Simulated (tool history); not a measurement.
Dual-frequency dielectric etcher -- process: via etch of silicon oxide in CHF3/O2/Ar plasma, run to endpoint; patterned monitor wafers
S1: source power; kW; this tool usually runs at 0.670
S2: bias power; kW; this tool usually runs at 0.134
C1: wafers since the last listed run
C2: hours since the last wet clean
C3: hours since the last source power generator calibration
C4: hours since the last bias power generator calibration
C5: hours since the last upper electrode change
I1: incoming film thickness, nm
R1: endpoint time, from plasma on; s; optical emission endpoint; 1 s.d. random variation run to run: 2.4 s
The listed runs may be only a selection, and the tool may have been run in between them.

Run 1, hour 0.0: usual settings; C1 0; C2 17.4; C3 643.7; C4 2882.9; C5 2514.5; I1 549.6. Result: R1 303.7 s.
Run 2, hour 65.9: usual settings; C1 341; C2 83.3; C3 709.6; C4 2948.8; C5 2580.4; I1 549.6. Result: R1 303.1 s.
Run 3, hour 102.3: usual settings; C1 188; C2 119.7; C3 746.0; C4 2985.2; C5 2616.8; I1 549.0. Result: R1 302.0 s.
Run 4, hour 135.8: usual settings; C1 173; C2 153.2; C3 779.5; C4 3018.7; C5 2650.3; I1 547.6. Result: R1 303.2 s.
Run 5, hour 164.9: usual settings; C1 150; C2 182.3; C3 808.6; C4 3047.8; C5 2679.4; I1 550.1. Result: R1 306.1 s.
Run 6, hour 189.5: usual settings; C1 127; C2 206.9; C3 833.2; C4 3072.4; C5 2704.0; I1 548.6. Result: R1 301.9 s.
Run 7, hour 226.8: usual settings; C1 193; C2 244.2; C3 870.5; C4 3109.7; C5 2741.3; I1 558.2. Result: R1 310.2 s.
Run 8, hour 279.6: usual settings; C1 273; C2 297.0; C3 923.3; C4 3162.5; C5 2794.1; I1 552.9. Result: R1 310.7 s.
Run 9, hour 346.0: usual settings; C1 344; C2 363.4; C3 989.7; C4 3228.9; C5 2860.5; I1 549.9. Result: R1 303.9 s.
Run 10, hour 373.9: usual settings; C1 144; C2 391.3; C3 1017.6; C4 3256.8; C5 2888.4; I1 548.5. Result: R1 307.2 s.
Run 11, hour 438.0: usual settings; C1 332; C2 455.4; C3 1081.7; C4 3320.9; C5 2952.5; I1 551.1. Result: R1 312.8 s.
At hour 477.9: bias power generator calibrated.
Run 12, hour 506.0: usual settings but S2 0.110 kW; C1 331; C2 523.4; C3 1149.7; C4 28.1; C5 3020.5; I1 552.3. Result: R1 325.8 s.
Run 13, hour 571.8: usual settings but S1 0.710 kW, S2 0.146 kW; C1 340; C2 589.2; C3 1215.5; C4 93.9; C5 3086.3; I1 552.2. Result: R1 302.9 s.
Run 14, hour 641.0: usual settings but S1 0.710 kW, S2 0.146 kW; C1 358; C2 658.4; C3 1284.7; C4 163.1; C5 3155.5; I1 550.7. Result: R1 305.5 s.
At hour 666.2: wet clean of the chamber.
Run 15, hour 709.2: usual settings but S1 0.710 kW, S2 0.146 kW; C1 229; C2 43.0; C3 1352.9; C4 231.3; C5 3223.7; I1 547.6. Result: R1 286.6 s.
Run 16, hour 766.3: usual settings; C1 295; C2 100.1; C3 1410.0; C4 288.4; C5 3280.8; I1 556.1. Result: R1 309.5 s.
At hour 826.2: source power generator calibrated.
Run 17, hour 826.7: usual settings but S2 0.100 kW; C1 292; C2 160.5; C3 0.5; C4 348.8; C5 3341.2; I1 550.9. Result: R1 324.2 s.
Run 18, hour 852.8: usual settings; C1 135; C2 186.6; C3 26.6; C4 374.9; C5 3367.3; I1 555.1. Result: R1 308.3 s.
Run 19, hour 899.2: usual settings but S1 0.610 kW; C1 240; C2 233.0; C3 73.0; C4 421.3; C5 3413.7; I1 547.0. Result: R1 318.4 s.
Run 20, hour 981.5: usual settings but S1 0.830 kW; C1 426; C2 315.3; C3 155.3; C4 503.6; C5 3496.0; I1 549.5. Result: R1 283.7 s.
Run 21, hour 1045.9: usual settings but S2 0.100 kW; C1 333; C2 379.7; C3 219.7; C4 568.0; C5 3560.4; I1 551.2. Result: R1 333.7 s.
Run 22, hour 1183.8: usual settings; C1 714; C2 517.6; C3 357.6; C4 705.9; C5 3698.3; I1 551.2. Result: R1 317.2 s.
Run 23, hour 1218.2: usual settings but S2 0.118 kW; C1 178; C2 552.0; C3 392.0; C4 740.3; C5 3732.7; I1 552.9. Result: R1 328.0 s.
At hour 1257.4: upper electrode replaced.
At hour 1258.0: wet clean of the chamber.
Run 24, hour 1260.1: usual settings; C1 89; C2 2.1; C3 433.9; C4 782.2; C5 2.7; I1 550.4. Result: R1 302.2 s.
Run 25, hour 1297.7: usual settings but S2 0.157 kW; C1 194; C2 39.7; C3 471.5; C4 819.8; C5 40.3; I1 549.3. Result: R1 291.7 s.
Run 26, hour 1366.3: usual settings but S1 0.510 kW, S2 0.107 kW; C1 355; C2 108.3; C3 540.1; C4 888.4; C5 108.9; I1 553.0. Result: R1 365.3 s.
Run 27, hour 1410.3: usual settings; C1 227; C2 152.3; C3 584.1; C4 932.4; C5 152.9; I1 552.5. Result: R1 307.8 s.
Run 28, hour 1463.1: usual settings; C1 273; C2 205.1; C3 636.9; C4 985.2; C5 205.7; I1 546.5. Result: R1 307.0 s.
Run 29, hour 1505.7: usual settings but S1 0.600 kW, S2 0.151 kW; C1 220; C2 247.7; C3 679.5; C4 1027.8; C5 248.3; I1 549.4. Result: R1 311.8 s.
Run 30, hour 1561.7: usual settings but S2 0.146 kW; C1 290; C2 303.7; C3 735.5; C4 1083.8; C5 304.3; I1 547.5. Result: R1 296.9 s.
Run 31, hour 1605.4: usual settings but S1 0.600 kW, S2 0.103 kW; C1 226; C2 347.4; C3 779.2; C4 1127.5; C5 348.0; I1 549.5. Result: R1 348.8 s.
Run 32, hour 1632.5: usual settings but S1 0.500 kW, S2 0.156 kW; C1 140; C2 374.5; C3 806.3; C4 1154.6; C5 375.1; I1 552.1. Result: R1 343.5 s.
Run 33, hour 1663.9: usual settings; C1 162; C2 405.9; C3 837.7; C4 1186.0; C5 406.5; I1 551.4. Result: R1 308.4 s.
Run 34, hour 1728.6: usual settings but S1 0.530 kW, S2 0.117 kW; C1 335; C2 470.6; C3 902.4; C4 1250.7; C5 471.2; I1 555.3. Result: R1 366.7 s.
Run 35, hour 1760.0: usual settings; C1 162; C2 502.0; C3 933.8; C4 1282.1; C5 502.6; I1 551.7. Result: R1 323.7 s.

Hidden state or all else? Some run-to-run changes of R1, split into what the settings, what came in and random variation would give without the hidden state, and what is left for the hidden state (with any gauge scatter that isn't in both results):
Hidden conditions of the tool in this case: etch rate over this chamber's usual, %; source power that arrives over what is set, %; bias power that arrives over what is set, %.
Run 14 -> 15: wet clean of the chamber. R1 -18.9 s: hidden state -14.5, all else -4.4.
Run 23 -> 24: S2 0.118 -> 0.134, upper electrode replaced, wet clean of the chamber. R1 -25.8 s: hidden state -15.4, all else -10.4.
Run 25 -> 26: S1 0.670 -> 0.510, S2 0.157 -> 0.107. R1 +73.6 s: hidden state +3.1, all else +70.5.
Run 26 -> 27: S1 0.510 -> 0.670, S2 0.107 -> 0.134. R1 -57.5 s: hidden state +0.0, all else -57.5.
Run 33 -> 34: S1 0.670 -> 0.530, S2 0.134 -> 0.117. R1 +58.3 s: hidden state +4.8, all else +53.5.

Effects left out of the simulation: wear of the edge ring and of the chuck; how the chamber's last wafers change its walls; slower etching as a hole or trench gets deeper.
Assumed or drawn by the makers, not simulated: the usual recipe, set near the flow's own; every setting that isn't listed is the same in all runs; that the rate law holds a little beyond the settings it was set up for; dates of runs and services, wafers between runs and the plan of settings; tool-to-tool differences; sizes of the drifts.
